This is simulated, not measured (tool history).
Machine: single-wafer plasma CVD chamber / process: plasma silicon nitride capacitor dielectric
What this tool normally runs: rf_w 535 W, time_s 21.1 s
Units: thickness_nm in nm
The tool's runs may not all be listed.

run,day,rf_w,time_s,wafers since the last listed run,hours since the last RF generator calibration,hours since the showerhead was replaced,hours since the gauge calibration,"read-back reference wafer on the same gauge, thickness_nm",thickness_nm
1,0,535,18.3,0,862.4,5139.7,1462.7,35.111,27.869
2,2.6,535,21.1,836,924.8,5202.1,1525.1,35.094,32.224
3,4.225,535,21.1,522,963.8,5241.1,1564.1,35.088,32.153
4,11.479,535,21.1,2333,1137.9,5415.2,1738.2,35.099,32.181
5,13.279,535,20,579,1181.1,5458.4,1781.4,35.095,30.48
6,16.6,535,21.1,1068,1260.8,5538.1,1861.1,35.077,31.949
7,18.142,535,21.1,495,1297.8,5575.1,1898.1,35.131,32.101
8,19.738,535,21.1,513,1336.1,5613.4,1936.4,35.092,32.07
# day 19.783: gauge calibrated
# day 20.229: showerhead replaced
9,22.275,535,22.5,709,1397,49.1,59.8,35.097,34.26
10,24.329,535,21.1,660,1446.3,98.4,109.1,35.075,31.856
11,27.7,535,21.1,1084,1527.2,179.3,190,35.089,31.972
12,31.221,625,17.8,1132,1611.7,263.8,274.5,35.108,28.218
13,34.358,600,21.1,1009,1687,339.1,349.8,35.084,33.194
14,36.433,535,21.1,667,1736.8,388.9,399.6,35.127,32.047
15,38.521,635,22.7,671,1786.9,439,449.7,35.104,36.037
# day 40.958: RF generator calibrated
16,40.979,460,21.1,683,0.5,498,508.7,35.12,31.391
17,45.05,535,21.1,1309,98.2,595.7,606.4,35.11,32.606
18,48.962,570,23.9,1258,192.1,689.6,700.3,35.105,37.47
19,52.2,535,21.1,1041,269.8,767.3,778,35.086,32.493
20,56.412,600,19.6,1355,370.9,868.4,879.1,35.075,31.052
21,58.812,535,16.9,772,428.5,926,936.7,35.109,25.825
22,61.654,485,22.2,914,496.7,994.2,1004.9,35.065,32.947

3 ways to go on from here, each from the tool as it stands after run 22. What would each give?
A,61.671,535,21.1,5,497.1,994.6,1005.3,?,?
B,61.671,535,22.8,5,497.1,994.6,1005.3,?,?
C,61.671,625,19.7,5,497.1,994.6,1005.3,?,?

run,"read-back reference wafer on the same gauge, thickness_nm",thickness_nm
A,35.097,32.566
B,35.097,35.19
C,35.097,31.734
With no hidden state in the tool, these same runs would have given:
run,thickness_nm
A,33.019
B,35.679
C,32.175
